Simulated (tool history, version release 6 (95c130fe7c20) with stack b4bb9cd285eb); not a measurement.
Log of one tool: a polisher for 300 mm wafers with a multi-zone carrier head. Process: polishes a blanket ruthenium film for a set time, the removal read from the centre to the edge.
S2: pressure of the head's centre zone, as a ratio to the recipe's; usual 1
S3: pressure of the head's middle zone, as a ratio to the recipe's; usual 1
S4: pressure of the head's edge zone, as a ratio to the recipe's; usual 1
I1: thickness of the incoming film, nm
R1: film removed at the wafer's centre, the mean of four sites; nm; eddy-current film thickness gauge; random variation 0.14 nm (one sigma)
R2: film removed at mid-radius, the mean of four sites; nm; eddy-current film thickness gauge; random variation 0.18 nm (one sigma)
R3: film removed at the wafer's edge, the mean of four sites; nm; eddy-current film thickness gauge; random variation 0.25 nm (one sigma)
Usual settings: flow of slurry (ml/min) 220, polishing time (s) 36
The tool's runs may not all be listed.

run 1 hour=0 | flow_of_slurry_(ml/min)=220 S2=1 S3=1 S4=1.04 polishing_time_(s)=36 | I1=630.6 | R1=26.8 R2=26.5 R3=28.1
run 2 hour=9.6 | flow_of_slurry_(ml/min)=220 S2=1 S3=1 S4=1.04 polishing_time_(s)=36 | I1=634.8 | R1=27.1 R2=26.5 R3=28.2
-- hour=18.7 worn pad replaced by a new one
run 3 hour=19.2 | flow_of_slurry_(ml/min)=220 S2=1 S3=1 S4=1.04 polishing_time_(s)=36 | I1=628.3 | R1=27.2 R2=26.6 R3=28.4
run 4 hour=31.5 | flow_of_slurry_(ml/min)=220 S2=1 S3=1 S4=1 polishing_time_(s)=36 | I1=623.1 | R1=27 R2=26.9 R3=27.7
run 5 hour=38.2 | flow_of_slurry_(ml/min)=220 S2=1 S3=1 S4=1 polishing_time_(s)=36 | I1=636.1 | R1=27 R2=26.9 R3=27.3
run 6 hour=53.3 | flow_of_slurry_(ml/min)=220 S2=1.08 S3=1 S4=1.04 polishing_time_(s)=43 | I1=626 | R1=34 R2=32.3 R3=33.4
run 7 hour=64 | flow_of_slurry_(ml/min)=220 S2=1.12 S3=1 S4=1 polishing_time_(s)=36 | I1=638.7 | R1=28.9 R2=26.8 R3=27.5
-- hour=78.9 edge zone pressure recalibrated
run 8 hour=79.4 | flow_of_slurry_(ml/min)=265 S2=1 S3=1 S4=1 polishing_time_(s)=28 | I1=627.5 | R1=21.5 R2=21.3 R3=21.7
run 9 hour=93.9 | flow_of_slurry_(ml/min)=220 S2=0.91 S3=0.95 S4=1 polishing_time_(s)=36 | I1=632.5 | R1=25.6 R2=25.7 R3=27.6
-- hour=100.1 carrier head's membrane replaced by a new one
run 10 hour=102.6 | flow_of_slurry_(ml/min)=220 S2=1 S3=1 S4=1 polishing_time_(s)=36 | I1=625.8 | R1=27.1 R2=26.6 R3=28
run 11 hour=111.5 | flow_of_slurry_(ml/min)=220 S2=1.1 S3=1 S4=0.92 polishing_time_(s)=36 | I1=641.8 | R1=28.9 R2=26.8 R3=26.5
-- hour=123.8 slurry nozzle cleaned
run 12 hour=127.7 | flow_of_slurry_(ml/min)=220 S2=1 S3=1 S4=1.05 polishing_time_(s)=36 | I1=640.5 | R1=28.2 R2=27.5 R3=29.2
-- hour=137.1 centre zone pressure recalibrated
run 13 hour=145.1 | flow_of_slurry_(ml/min)=220 S2=1 S3=1 S4=1.04 polishing_time_(s)=36 | I1=623.4 | R1=26.4 R2=27.5 R3=28.7
run 14 hour=156.1 | flow_of_slurry_(ml/min)=180 S2=1.11 S3=1.1 S4=1 polishing_time_(s)=36 | I1=638.6 | R1=27.8 R2=29.3 R3=28.1
-- hour=169.7 worn pad replaced by a new one
run 15 hour=170.2 | flow_of_slurry_(ml/min)=220 S2=1 S3=1 S4=1 polishing_time_(s)=32 | I1=626.4 | R1=23.5 R2=24.5 R3=24.9
run 16 hour=181.1 | flow_of_slurry_(ml/min)=220 S2=0.92 S3=0.93 S4=1.06 polishing_time_(s)=42 | I1=621.2 | R1=29.5 R2=30.2 R3=33.4
run 17 hour=196.5 | flow_of_slurry_(ml/min)=220 S2=1.1 S3=1 S4=1 polishing_time_(s)=36 | I1=626.3 | R1=28.1 R2=27.9 R3=28.1
run 18 hour=241.7 | flow_of_slurry_(ml/min)=220 S2=0.95 S3=0.91 S4=1 polishing_time_(s)=36 | I1=636 | R1=25.4 R2=25.6 R3=28
run 19 hour=257.4 | flow_of_slurry_(ml/min)=220 S2=1 S3=1 S4=1 polishing_time_(s)=36 | I1=627.2 | R1=26.1 R2=27.1 R3=27.7
run 20 hour=271.5 | flow_of_slurry_(ml/min)=220 S2=1 S3=1 S4=1 polishing_time_(s)=36 | I1=630.6 | R1=26.3 R2=27.7 R3=27.7
run 21 hour=288.6 | flow_of_slurry_(ml/min)=220 S2=1 S3=1 S4=1.07 polishing_time_(s)=46 | I1=631.1 | R1=33.5 R2=34.7 R3=37

Hidden state or all else? Some run-to-run changes of R1, split into what the settings, what came in and random variation would give without the hidden state, and what is left for the hidden state (with any gauge scatter that isn't in both results):
The hidden state here: removal rate lost through wear of the pad, %; slurry flow missing at the pad, %; deviation of the centre zone's pressure from its setpoint, %; deviation of the edge zone's pressure from its setpoint, %.
Run 7 -> 8: flow of slurry (ml/min) 220 -> 265, S2 1.12 -> 1, polishing time (s) 36 -> 28, edge zone pressure recalibrated. R1 -7.4 nm: hidden state +0, all else -7.4.
Run 11 -> 12: S2 1.1 -> 1, S4 0.92 -> 1.05, slurry nozzle cleaned. R1 -0.7 nm: hidden state +1.1, all else -1.8.
Run 12 -> 13: S4 1.05 -> 1.04, centre zone pressure recalibrated. R1 -1.8 nm: hidden state -1.8, all else +0.
Run 20 -> 21: S4 1 -> 1.07, polishing time (s) 36 -> 46. R1 +7.2 nm: hidden state -0.2, all else +7.4.

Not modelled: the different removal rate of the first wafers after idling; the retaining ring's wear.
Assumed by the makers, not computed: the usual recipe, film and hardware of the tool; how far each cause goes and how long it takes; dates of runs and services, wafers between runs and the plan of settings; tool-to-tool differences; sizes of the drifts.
